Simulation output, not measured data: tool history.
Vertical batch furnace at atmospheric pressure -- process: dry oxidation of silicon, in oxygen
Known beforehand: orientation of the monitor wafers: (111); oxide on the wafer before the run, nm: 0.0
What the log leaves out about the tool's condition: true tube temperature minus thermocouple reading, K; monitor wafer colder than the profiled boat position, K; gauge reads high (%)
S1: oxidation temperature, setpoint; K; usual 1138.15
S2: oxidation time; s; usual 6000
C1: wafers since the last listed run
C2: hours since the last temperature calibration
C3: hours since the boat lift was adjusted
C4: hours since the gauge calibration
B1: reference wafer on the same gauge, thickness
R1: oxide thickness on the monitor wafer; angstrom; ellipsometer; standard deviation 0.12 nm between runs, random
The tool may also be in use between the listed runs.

{"run": 1, "hour": 0.0, "S1": 1126.15, "S2": 4110, "C1": 0, "C2": 1731.0, "C3": 4021.9, "C4": 342.6, "B1": 29.11, "R1": 175.7}
{"run": 2, "hour": 65.4, "S1": 1126.15, "S2": 4110, "C1": 575, "C2": 1796.4, "C3": 4087.3, "C4": 408.0, "B1": 29.13, "R1": 175.5}
{"run": 3, "hour": 122.7, "S1": 1155.15, "S2": 6000, "C1": 504, "C2": 1853.7, "C3": 4144.6, "C4": 465.3, "B1": 29.09, "R1": 314.9}
{"run": 4, "hour": 182.2, "S1": 1155.15, "S2": 6000, "C1": 523, "C2": 1913.2, "C3": 4204.1, "C4": 524.8, "B1": 29.13, "R1": 314.3}
{"run": 5, "hour": 239.3, "S1": 1155.15, "S2": 6000, "C1": 502, "C2": 1970.3, "C3": 4261.2, "C4": 581.9, "B1": 29.12, "R1": 315.2}
{"run": 6, "hour": 266.0, "S1": 1138.15, "S2": 8010, "C1": 235, "C2": 1997.0, "C3": 4287.9, "C4": 608.6, "B1": 29.16, "R1": 321.3}
{"run": 7, "hour": 292.7, "S1": 1138.15, "S2": 6000, "C1": 235, "C2": 2023.7, "C3": 4314.6, "C4": 635.3, "B1": 29.09, "R1": 263.2}
{"run": 8, "hour": 317.2, "S1": 1138.15, "S2": 6000, "C1": 215, "C2": 2048.2, "C3": 4339.1, "C4": 659.8, "B1": 29.12, "R1": 262.7}
{"run": 9, "hour": 346.9, "S1": 1138.15, "S2": 6000, "C1": 261, "C2": 2077.9, "C3": 4368.8, "C4": 689.5, "B1": 29.12, "R1": 263.6}
{"run": 10, "hour": 408.9, "S1": 1138.15, "S2": 6000, "C1": 546, "C2": 2139.9, "C3": 4430.8, "C4": 751.5, "B1": 29.12, "R1": 263.4}
{"run": 11, "hour": 447.3, "S1": 1138.15, "S2": 6000, "C1": 338, "C2": 2178.3, "C3": 4469.2, "C4": 789.9, "B1": 29.11, "R1": 262.9}
{"run": 12, "hour": 507.4, "S1": 1138.15, "S2": 6000, "C1": 529, "C2": 2238.4, "C3": 4529.3, "C4": 850.0, "B1": 29.13, "R1": 263.4}
{"hour": 538.9, "done": "thermocouples replaced and temperature profile calibrated"}
{"run": 13, "hour": 539.4, "S1": 1138.15, "S2": 6000, "C1": 70, "C2": 0.5, "C3": 4561.3, "C4": 882.0, "B1": 29.13, "R1": 263.0}
{"run": 14, "hour": 587.5, "S1": 1138.15, "S2": 6000, "C1": 423, "C2": 48.6, "C3": 4609.4, "C4": 930.1, "B1": 29.14, "R1": 261.1}
{"run": 15, "hour": 632.6, "S1": 1138.15, "S2": 6000, "C1": 397, "C2": 93.7, "C3": 4654.5, "C4": 975.2, "B1": 29.1, "R1": 261.1}
{"hour": 672.7, "done": "boat lift adjusted"}
{"run": 16, "hour": 702.0, "S1": 1138.15, "S2": 6000, "C1": 399, "C2": 163.1, "C3": 29.3, "C4": 1044.6, "B1": 29.12, "R1": 275.5}
{"run": 17, "hour": 758.1, "S1": 1138.15, "S2": 6000, "C1": 494, "C2": 219.2, "C3": 85.4, "C4": 1100.7, "B1": 29.12, "R1": 276.8}
{"run": 18, "hour": 789.5, "S1": 1147.15, "S2": 3780, "C1": 276, "C2": 250.6, "C3": 116.8, "C4": 1132.1, "B1": 29.12, "R1": 219.6}
{"run": 19, "hour": 858.8, "S1": 1114.15, "S2": 4200, "C1": 610, "C2": 319.9, "C3": 186.1, "C4": 1201.4, "B1": 29.07, "R1": 162.8}
{"run": 20, "hour": 925.0, "S1": 1138.15, "S2": 6000, "C1": 582, "C2": 386.1, "C3": 252.3, "C4": 1267.6, "B1": 29.07, "R1": 272.6}
{"run": 21, "hour": 969.1, "S1": 1138.15, "S2": 8340, "C1": 388, "C2": 430.2, "C3": 296.4, "C4": 1311.7, "B1": 29.09, "R1": 344.4}
{"run": 22, "hour": 1030.8, "S1": 1138.15, "S2": 6000, "C1": 543, "C2": 491.9, "C3": 358.1, "C4": 1373.4, "B1": 29.11, "R1": 273.2}
{"run": 23, "hour": 1083.2, "S1": 1162.15, "S2": 4440, "C1": 461, "C2": 544.3, "C3": 410.5, "C4": 1425.8, "B1": 29.09, "R1": 284.2}
{"run": 24, "hour": 1129.1, "S1": 1123.15, "S2": 3810, "C1": 404, "C2": 590.2, "C3": 456.4, "C4": 1471.7, "B1": 29.13, "R1": 166.7}
{"run": 25, "hour": 1226.1, "S1": 1138.15, "S2": 6000, "C1": 854, "C2": 687.2, "C3": 553.4, "C4": 1568.7, "B1": 29.13, "R1": 272.2}
{"hour": 1237.1, "done": "gauge calibrated"}
{"run": 26, "hour": 1289.4, "S1": 1118.15, "S2": 6840, "C1": 557, "C2": 750.5, "C3": 616.7, "C4": 52.3, "B1": 29.13, "R1": 235.7}
{"run": 27, "hour": 1322.0, "S1": 1128.15, "S2": 7650, "C1": 287, "C2": 783.1, "C3": 649.3, "C4": 84.9, "B1": 29.09, "R1": 289.1}
{"run": 28, "hour": 1393.8, "S1": 1138.15, "S2": 7620, "C1": 632, "C2": 854.9, "C3": 721.1, "C4": 156.7, "B1": 29.11, "R1": 321.1}
{"run": 29, "hour": 1441.1, "S1": 1138.15, "S2": 6000, "C1": 416, "C2": 902.2, "C3": 768.4, "C4": 204.0, "B1": 29.08, "R1": 268.5}
{"run": 30, "hour": 1509.5, "S1": 1160.15, "S2": 7350, "C1": 602, "C2": 970.6, "C3": 836.8, "C4": 272.4, "B1": 29.09, "R1": 394.2}
{"run": 31, "hour": 1538.5, "S1": 1138.15, "S2": 6000, "C1": 255, "C2": 999.6, "C3": 865.8, "C4": 301.4, "B1": 29.1, "R1": 270.3}
{"run": 32, "hour": 1569.7, "S1": 1138.15, "S2": 7860, "C1": 274, "C2": 1030.8, "C3": 897.0, "C4": 332.6, "B1": 29.08, "R1": 324.7}

Expected results for the next run?
{"run": 33, "hour": 1683.4, "S1": 1114.15, "S2": 3660, "C1": 1001, "C2": 1144.5, "C3": 1010.7, "C4": 446.3, "B1": "?", "R1": "?"}

B1: 29.13
R1: 143.0 angstrom
Were there no unlogged condition in the tool, this run, its random variation unchanged, would have produced R1 146.7 angstrom.
